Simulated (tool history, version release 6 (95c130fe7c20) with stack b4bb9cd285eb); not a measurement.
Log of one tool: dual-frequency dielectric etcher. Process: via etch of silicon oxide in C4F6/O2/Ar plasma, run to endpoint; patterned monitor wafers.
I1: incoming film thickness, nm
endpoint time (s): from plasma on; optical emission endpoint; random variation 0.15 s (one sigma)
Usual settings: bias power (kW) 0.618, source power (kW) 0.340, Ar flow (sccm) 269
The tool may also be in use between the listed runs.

{"run": 1, "hour": 0.0, "bias power (kW)": 0.703, "source power (kW)": 0.34, "Ar flow (sccm)": 290, "I1": 82.3, "endpoint time (s)": 17.5}
{"run": 2, "hour": 16.5, "bias power (kW)": 0.703, "source power (kW)": 0.34, "Ar flow (sccm)": 290, "I1": 82.8, "endpoint time (s)": 18.0}
{"run": 3, "hour": 33.2, "bias power (kW)": 0.703, "source power (kW)": 0.34, "Ar flow (sccm)": 290, "I1": 82.3, "endpoint time (s)": 17.4}
{"run": 4, "hour": 39.6, "bias power (kW)": 0.618, "source power (kW)": 0.36, "Ar flow (sccm)": 250, "I1": 82.4, "endpoint time (s)": 18.1}
{"run": 5, "hour": 51.2, "bias power (kW)": 0.618, "source power (kW)": 0.36, "Ar flow (sccm)": 250, "I1": 81.5, "endpoint time (s)": 17.8}
{"run": 6, "hour": 66.9, "bias power (kW)": 0.618, "source power (kW)": 0.34, "Ar flow (sccm)": 300, "I1": 82.8, "endpoint time (s)": 18.7}
{"run": 7, "hour": 93.9, "bias power (kW)": 0.618, "source power (kW)": 0.34, "Ar flow (sccm)": 300, "I1": 82.4, "endpoint time (s)": 18.9}
{"run": 8, "hour": 104.3, "bias power (kW)": 0.618, "source power (kW)": 0.34, "Ar flow (sccm)": 269, "I1": 81.9, "endpoint time (s)": 18.6}
{"run": 9, "hour": 122.2, "bias power (kW)": 0.618, "source power (kW)": 0.34, "Ar flow (sccm)": 269, "I1": 82.0, "endpoint time (s)": 19.0}
{"run": 10, "hour": 130.8, "bias power (kW)": 0.618, "source power (kW)": 0.34, "Ar flow (sccm)": 269, "I1": 83.5, "endpoint time (s)": 18.9}
{"run": 11, "hour": 139.6, "bias power (kW)": 0.618, "source power (kW)": 0.34, "Ar flow (sccm)": 269, "I1": 82.5, "endpoint time (s)": 18.4}
{"run": 12, "hour": 149.0, "bias power (kW)": 0.618, "source power (kW)": 0.34, "Ar flow (sccm)": 269, "I1": 82.3, "endpoint time (s)": 18.7}
{"run": 13, "hour": 159.8, "bias power (kW)": 0.618, "source power (kW)": 0.34, "Ar flow (sccm)": 269, "I1": 81.6, "endpoint time (s)": 18.5}
{"run": 14, "hour": 165.8, "bias power (kW)": 0.618, "source power (kW)": 0.34, "Ar flow (sccm)": 269, "I1": 82.8, "endpoint time (s)": 18.7}
{"run": 15, "hour": 183.0, "bias power (kW)": 0.547, "source power (kW)": 0.39, "Ar flow (sccm)": 269, "I1": 82.2, "endpoint time (s)": 19.2}
{"run": 16, "hour": 234.1, "bias power (kW)": 0.618, "source power (kW)": 0.34, "Ar flow (sccm)": 269, "I1": 82.1, "endpoint time (s)": 18.8}
{"run": 17, "hour": 234.4, "bias power (kW)": 0.72, "source power (kW)": 0.41, "Ar flow (sccm)": 298, "I1": 82.6, "endpoint time (s)": 16.9}
{"run": 18, "hour": 237.0, "bias power (kW)": 0.618, "source power (kW)": 0.34, "Ar flow (sccm)": 269, "I1": 83.0, "endpoint time (s)": 18.8}
{"run": 19, "hour": 250.5, "bias power (kW)": 0.674, "source power (kW)": 0.34, "Ar flow (sccm)": 207, "I1": 82.9, "endpoint time (s)": 17.6}
{"run": 20, "hour": 260.2, "bias power (kW)": 0.618, "source power (kW)": 0.34, "Ar flow (sccm)": 222, "I1": 82.7, "endpoint time (s)": 18.5}
{"run": 21, "hour": 273.4, "bias power (kW)": 0.468, "source power (kW)": 0.3, "Ar flow (sccm)": 251, "I1": 81.9, "endpoint time (s)": 21.4}
{"run": 22, "hour": 283.5, "bias power (kW)": 0.703, "source power (kW)": 0.34, "Ar flow (sccm)": 290, "I1": 82.4, "endpoint time (s)": 17.9}
{"run": 23, "hour": 299.7, "bias power (kW)": 0.53, "source power (kW)": 0.31, "Ar flow (sccm)": 269, "I1": 81.9, "endpoint time (s)": 20.4}
{"run": 24, "hour": 312.1, "bias power (kW)": 0.703, "source power (kW)": 0.34, "Ar flow (sccm)": 290, "I1": 82.5, "endpoint time (s)": 17.9}
{"run": 25, "hour": 325.3, "bias power (kW)": 0.618, "source power (kW)": 0.27, "Ar flow (sccm)": 222, "I1": 81.9, "endpoint time (s)": 19.5}
{"run": 26, "hour": 336.0, "bias power (kW)": 0.618, "source power (kW)": 0.34, "Ar flow (sccm)": 269, "I1": 82.3, "endpoint time (s)": 18.8}
{"run": 27, "hour": 352.0, "bias power (kW)": 0.766, "source power (kW)": 0.34, "Ar flow (sccm)": 295, "I1": 83.1, "endpoint time (s)": 17.4}
{"run": 28, "hour": 363.4, "bias power (kW)": 0.618, "source power (kW)": 0.3, "Ar flow (sccm)": 269, "I1": 82.2, "endpoint time (s)": 19.4}
{"run": 29, "hour": 369.8, "bias power (kW)": 0.618, "source power (kW)": 0.39, "Ar flow (sccm)": 330, "I1": 83.0, "endpoint time (s)": 18.5}
{"run": 30, "hour": 375.8, "bias power (kW)": 0.558, "source power (kW)": 0.34, "Ar flow (sccm)": 313, "I1": 83.2, "endpoint time (s)": 20.2}

Not shown: 5 entries that the log had between the listed runs. Between which runs, and how does the tool's hidden state differ before and after?
Between runs 12 and 13: Ar flow controller replaced (hour 159.3)
  no hidden state differs between the two runs
Between runs 14 and 15: source power generator calibrated (hour 181.0)
  no hidden state differs between the two runs
Between runs 15 and 16: upper electrode replaced (hour 213.7); wet clean of the chamber (hour 233.6)
  no hidden state differs between the two runs
Between runs 20 and 21: bias power generator calibrated (hour 272.9)
  no hidden state differs between the two runs
